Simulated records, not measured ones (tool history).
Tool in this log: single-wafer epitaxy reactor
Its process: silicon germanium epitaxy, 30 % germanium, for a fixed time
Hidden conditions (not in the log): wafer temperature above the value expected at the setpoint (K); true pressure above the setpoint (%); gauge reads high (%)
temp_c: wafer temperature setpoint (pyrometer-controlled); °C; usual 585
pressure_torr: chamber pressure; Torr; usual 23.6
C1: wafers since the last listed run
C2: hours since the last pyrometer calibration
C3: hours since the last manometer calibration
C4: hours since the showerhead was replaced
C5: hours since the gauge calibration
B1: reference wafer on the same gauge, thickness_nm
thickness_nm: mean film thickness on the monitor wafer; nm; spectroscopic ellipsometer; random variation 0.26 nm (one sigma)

{"run": 1, "hour": 0.0, "temp_c": 585, "pressure_torr": 23.6, "C1": 0, "C2": 954.4, "C3": 2405.7, "C4": 5877.3, "C5": 597.6, "B1": 53.008, "thickness_nm": 47.516}
{"run": 2, "hour": 10.9, "temp_c": 585, "pressure_torr": 23.6, "C1": 170, "C2": 965.3, "C3": 2416.6, "C4": 5888.2, "C5": 608.5, "B1": 52.716, "thickness_nm": 46.824}
{"run": 3, "hour": 22.6, "temp_c": 585, "pressure_torr": 23.6, "C1": 183, "C2": 977, "C3": 2428.3, "C4": 5899.9, "C5": 620.2, "B1": 53.035, "thickness_nm": 47.366}
{"run": 4, "hour": 39.6, "temp_c": 579, "pressure_torr": 23.6, "C1": 266, "C2": 994, "C3": 2445.3, "C4": 5916.9, "C5": 637.2, "B1": 52.925, "thickness_nm": 41.513}
{"hour": 81.1, "done": "gauge calibrated"}
{"run": 5, "hour": 86.4, "temp_c": 579, "pressure_torr": 23.6, "C1": 732, "C2": 1040.8, "C3": 2492.1, "C4": 5963.7, "C5": 5.3, "B1": 52.824, "thickness_nm": 41.358}
{"run": 6, "hour": 103.5, "temp_c": 579, "pressure_torr": 23.6, "C1": 267, "C2": 1057.9, "C3": 2509.2, "C4": 5980.8, "C5": 22.4, "B1": 52.815, "thickness_nm": 41}
{"run": 7, "hour": 112.2, "temp_c": 585, "pressure_torr": 23.6, "C1": 136, "C2": 1066.6, "C3": 2517.9, "C4": 5989.5, "C5": 31.1, "B1": 52.843, "thickness_nm": 47.096}
{"run": 8, "hour": 129.5, "temp_c": 585, "pressure_torr": 23.6, "C1": 270, "C2": 1083.9, "C3": 2535.2, "C4": 6006.8, "C5": 48.4, "B1": 52.895, "thickness_nm": 47.333}
{"run": 9, "hour": 140.9, "temp_c": 585, "pressure_torr": 23.6, "C1": 178, "C2": 1095.3, "C3": 2546.6, "C4": 6018.2, "C5": 59.8, "B1": 52.832, "thickness_nm": 46.823}
{"run": 10, "hour": 148.9, "temp_c": 585, "pressure_torr": 23.6, "C1": 125, "C2": 1103.3, "C3": 2554.6, "C4": 6026.2, "C5": 67.8, "B1": 52.716, "thickness_nm": 46.631}
{"run": 11, "hour": 163.2, "temp_c": 594, "pressure_torr": 19.5, "C1": 223, "C2": 1117.6, "C3": 2568.9, "C4": 6040.5, "C5": 82.1, "B1": 52.873, "thickness_nm": 52.985}
{"run": 12, "hour": 171.8, "temp_c": 585, "pressure_torr": 23.6, "C1": 134, "C2": 1126.2, "C3": 2577.5, "C4": 6049.1, "C5": 90.7, "B1": 52.883, "thickness_nm": 47.006}
{"run": 13, "hour": 181.6, "temp_c": 585, "pressure_torr": 23.6, "C1": 153, "C2": 1136, "C3": 2587.3, "C4": 6058.9, "C5": 100.5, "B1": 52.95, "thickness_nm": 46.773}
{"hour": 192.0, "done": "capacitance manometer re-zeroed and calibrated"}
{"run": 14, "hour": 192.5, "temp_c": 585, "pressure_torr": 26.3, "C1": 45, "C2": 1146.9, "C3": 0.5, "C4": 6069.8, "C5": 111.4, "B1": 52.891, "thickness_nm": 48.923}
{"run": 15, "hour": 200.2, "temp_c": 575, "pressure_torr": 25.7, "C1": 120, "C2": 1154.6, "C3": 8.2, "C4": 6077.5, "C5": 119.1, "B1": 52.862, "thickness_nm": 38.882}
{"run": 16, "hour": 211.5, "temp_c": 600, "pressure_torr": 21.5, "C1": 176, "C2": 1165.9, "C3": 19.5, "C4": 6088.8, "C5": 130.4, "B1": 52.892, "thickness_nm": 62.631}
{"run": 17, "hour": 222.3, "temp_c": 589, "pressure_torr": 23.6, "C1": 169, "C2": 1176.7, "C3": 30.3, "C4": 6099.6, "C5": 141.2, "B1": 52.977, "thickness_nm": 51.233}
{"hour": 232.4, "done": "pyrometer calibrated"}
{"run": 18, "hour": 232.9, "temp_c": 585, "pressure_torr": 23.6, "C1": 40, "C2": 0.5, "C3": 40.9, "C4": 6110.2, "C5": 151.8, "B1": 52.823, "thickness_nm": 47.065}
{"hour": 241.8, "done": "showerhead replaced"}
{"run": 19, "hour": 242.3, "temp_c": 590, "pressure_torr": 17.9, "C1": 21, "C2": 9.9, "C3": 50.3, "C4": 0.5, "C5": 161.2, "B1": 52.881, "thickness_nm": 47.109}
{"run": 20, "hour": 245.4, "temp_c": 592, "pressure_torr": 23.6, "C1": 48, "C2": 13, "C3": 53.4, "C4": 3.6, "C5": 164.3, "B1": 52.785, "thickness_nm": 55.199}
{"run": 21, "hour": 260.0, "temp_c": 600, "pressure_torr": 17.9, "C1": 228, "C2": 27.6, "C3": 68, "C4": 18.2, "C5": 178.9, "B1": 52.823, "thickness_nm": 58.497}
{"run": 22, "hour": 276.7, "temp_c": 591, "pressure_torr": 28.1, "C1": 261, "C2": 44.3, "C3": 84.7, "C4": 34.9, "C5": 195.6, "B1": 52.9, "thickness_nm": 57.122}
{"run": 23, "hour": 283.6, "temp_c": 585, "pressure_torr": 19.8, "C1": 108, "C2": 51.2, "C3": 91.6, "C4": 41.8, "C5": 202.5, "B1": 53.054, "thickness_nm": 44.216}
{"run": 24, "hour": 291.6, "temp_c": 571, "pressure_torr": 27.1, "C1": 125, "C2": 59.2, "C3": 99.6, "C4": 49.8, "C5": 210.5, "B1": 52.789, "thickness_nm": 36.622}
{"run": 25, "hour": 304.4, "temp_c": 590, "pressure_torr": 26.1, "C1": 200, "C2": 72, "C3": 112.4, "C4": 62.6, "C5": 223.3, "B1": 52.89, "thickness_nm": 54.316}
{"run": 26, "hour": 310.8, "temp_c": 570, "pressure_torr": 23.6, "C1": 100, "C2": 78.4, "C3": 118.8, "C4": 69, "C5": 229.7, "B1": 52.867, "thickness_nm": 33.715}
{"run": 27, "hour": 328.0, "temp_c": 594, "pressure_torr": 25.8, "C1": 269, "C2": 95.6, "C3": 136, "C4": 86.2, "C5": 246.9, "B1": 52.86, "thickness_nm": 58.616}
{"run": 28, "hour": 334.7, "temp_c": 580, "pressure_torr": 19.1, "C1": 104, "C2": 102.3, "C3": 142.7, "C4": 92.9, "C5": 253.6, "B1": 52.935, "thickness_nm": 39.302}
{"run": 29, "hour": 350.0, "temp_c": 594, "pressure_torr": 23.6, "C1": 239, "C2": 117.6, "C3": 158, "C4": 108.2, "C5": 268.9, "B1": 52.953, "thickness_nm": 57.46}
{"run": 30, "hour": 356.3, "temp_c": 576, "pressure_torr": 27.2, "C1": 98, "C2": 123.9, "C3": 164.3, "C4": 114.5, "C5": 275.2, "B1": 52.905, "thickness_nm": 40.695}
{"run": 31, "hour": 362.6, "temp_c": 585, "pressure_torr": 23.6, "C1": 98, "C2": 130.2, "C3": 170.6, "C4": 120.8, "C5": 281.5, "B1": 52.929, "thickness_nm": 46.665}
{"run": 32, "hour": 370.5, "temp_c": 576, "pressure_torr": 27.2, "C1": 123, "C2": 138.1, "C3": 178.5, "C4": 128.7, "C5": 289.4, "B1": 52.85, "thickness_nm": 40.601}
{"run": 33, "hour": 382.0, "temp_c": 585, "pressure_torr": 23.6, "C1": 180, "C2": 149.6, "C3": 190, "C4": 140.2, "C5": 300.9, "B1": 52.941, "thickness_nm": 47.081}
{"run": 34, "hour": 391.9, "temp_c": 585, "pressure_torr": 23.6, "C1": 155, "C2": 159.5, "C3": 199.9, "C4": 150.1, "C5": 310.8, "B1": 52.935, "thickness_nm": 46.441}

Hidden state at the last listed run before each entry between runs and at the first one after, where it differs:
After run 4, before run 5: gauge calibrated (hour 81.1)
  no hidden state differs between the two runs
After run 13, before run 14: capacitance manometer re-zeroed and calibrated (hour 192)
  no hidden state differs between the two runs
After run 17, before run 18: pyrometer calibrated (hour 232.4)
  no hidden state differs between the two runs
After run 18, before run 19: showerhead replaced (hour 241.8)
  no hidden state differs between the two runs
